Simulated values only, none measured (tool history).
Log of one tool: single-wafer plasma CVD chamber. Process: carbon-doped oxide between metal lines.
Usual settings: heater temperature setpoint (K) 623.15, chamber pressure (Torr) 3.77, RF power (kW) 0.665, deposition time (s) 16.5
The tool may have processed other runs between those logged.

run,hour,heater temperature setpoint (K),chamber pressure (Torr),RF power (kW),deposition time (s),wafers since the last listed run,hours since the last thermocouple change,hours since the last RF generator calibration,hours since the last manometer calibration,hours since the showerhead was replaced,hours since the gauge calibration,"read-back reference wafer on the same gauge, thickness_nm",mean film thickness on the monitor wafer (Å)
1,0.0,623.15,3.77,0.665,16.5,0,1689.6,97.4,61.1,5892.0,1282.4,113.149,1020.93
2,17.8,623.15,3.77,0.665,16.5,380,1707.4,115.2,78.9,5909.8,1300.2,113.251,1017.19
3,31.9,623.15,3.77,0.665,16.5,301,1721.5,129.3,93.0,5923.9,1314.3,113.183,1019.52
4,53.8,623.15,3.77,0.665,16.5,468,1743.4,151.2,114.9,5945.8,1336.2,113.355,1015.77
# hour 64.7: gauge calibrated
5,80.1,623.15,3.77,0.665,16.5,562,1769.7,177.5,141.2,5972.1,15.4,111.104,1001.62
6,102.0,619.15,3.77,0.750,18.7,468,1791.6,199.4,163.1,5994.0,37.3,111.155,1244.44
7,134.6,619.15,3.77,0.580,14.4,696,1824.2,232.0,195.7,6026.6,69.9,111.202,799.25
8,151.4,628.15,3.77,0.665,16.5,359,1841.0,248.8,212.5,6043.4,86.7,111.191,986.72
# hour 164.8: showerhead replaced
9,234.0,623.15,3.77,0.665,16.5,1594,1923.6,331.4,295.1,69.2,169.3,111.347,1004.58
# hour 247.0: thermocouple changed; heater temperature recalibrated
10,247.5,623.15,3.77,0.665,16.5,117,0.5,344.9,308.6,82.7,182.8,111.525,1000.92
11,259.6,623.15,3.77,0.665,16.5,258,12.6,357.0,320.7,94.8,194.9,111.360,1005.52
12,277.3,615.15,2.89,0.540,16.5,378,30.3,374.7,338.4,112.5,212.6,111.436,861.26
13,299.1,619.15,4.66,0.730,19.4,465,52.1,396.5,360.2,134.3,234.4,111.516,1313.13
14,320.2,623.15,3.77,0.665,16.5,450,73.2,417.6,381.3,155.4,255.5,111.558,1002.81
15,348.5,623.15,3.77,0.665,16.5,604,101.5,445.9,409.6,183.7,283.8,111.625,1000.38
16,381.6,623.15,3.77,0.665,16.5,707,134.6,479.0,442.7,216.8,316.9,111.524,1002.83
17,400.7,632.15,3.77,0.665,16.5,408,153.7,498.1,461.8,235.9,336.0,111.668,984.33
18,413.8,623.15,3.77,0.620,16.5,279,166.8,511.2,474.9,249.0,349.1,111.643,954.23
19,443.6,623.15,3.77,0.750,16.5,636,196.6,541.0,504.7,278.8,378.9,111.709,1091.33
20,456.1,629.15,3.77,0.665,16.5,267,209.1,553.5,517.2,291.3,391.4,111.755,997.36
21,469.4,619.15,3.77,0.580,14.4,284,222.4,566.8,530.5,304.6,404.7,111.806,811.31
22,487.2,638.15,3.77,0.770,18.8,380,240.2,584.6,548.3,322.4,422.5,111.791,1218.18
23,510.7,635.15,3.77,0.790,16.5,502,263.7,608.1,571.8,345.9,446.0,111.833,1098.39
24,525.9,612.15,3.77,0.665,16.5,324,278.9,623.3,587.0,361.1,461.2,111.788,1038.30
25,539.3,634.15,3.77,0.585,13.9,286,292.3,636.7,600.4,374.5,474.6,111.735,757.77
26,562.6,617.15,3.77,0.665,18.8,497,315.6,660.0,623.7,397.8,497.9,111.811,1164.56
27,586.7,629.15,3.77,0.545,16.5,515,339.7,684.1,647.8,421.9,522.0,112.043,861.10
28,599.3,615.15,3.38,0.665,16.5,269,352.3,696.7,660.4,434.5,534.6,111.925,1016.43

5 ways to go on from here, each from the tool as it stands after run 28. What would each give?
A,599.7,623.15,3.14,0.665,16.5,8,352.7,697.1,660.8,434.9,535.0,?,?
B,599.7,623.15,3.77,0.720,13.3,8,352.7,697.1,660.8,434.9,535.0,?,?
C,599.7,631.15,3.33,0.615,13.7,8,352.7,697.1,660.8,434.9,535.0,?,?
D,599.7,613.15,3.77,0.715,15.1,8,352.7,697.1,660.8,434.9,535.0,?,?
E,599.7,636.15,4.22,0.580,16.5,8,352.7,697.1,660.8,434.9,535.0,?,?

run,"read-back reference wafer on the same gauge, thickness_nm",mean film thickness on the monitor wafer (Å)
A,111.861,990.71
B,111.861,863.75
C,111.861,771.63
D,111.861,999.82
E,111.861,905.23
With the hidden condition removed and each run's random variation left untouched, the same runs would have given:
run,mean film thickness on the monitor wafer (Å)
A,982.42
B,856.53
C,765.18
D,991.46
E,897.66
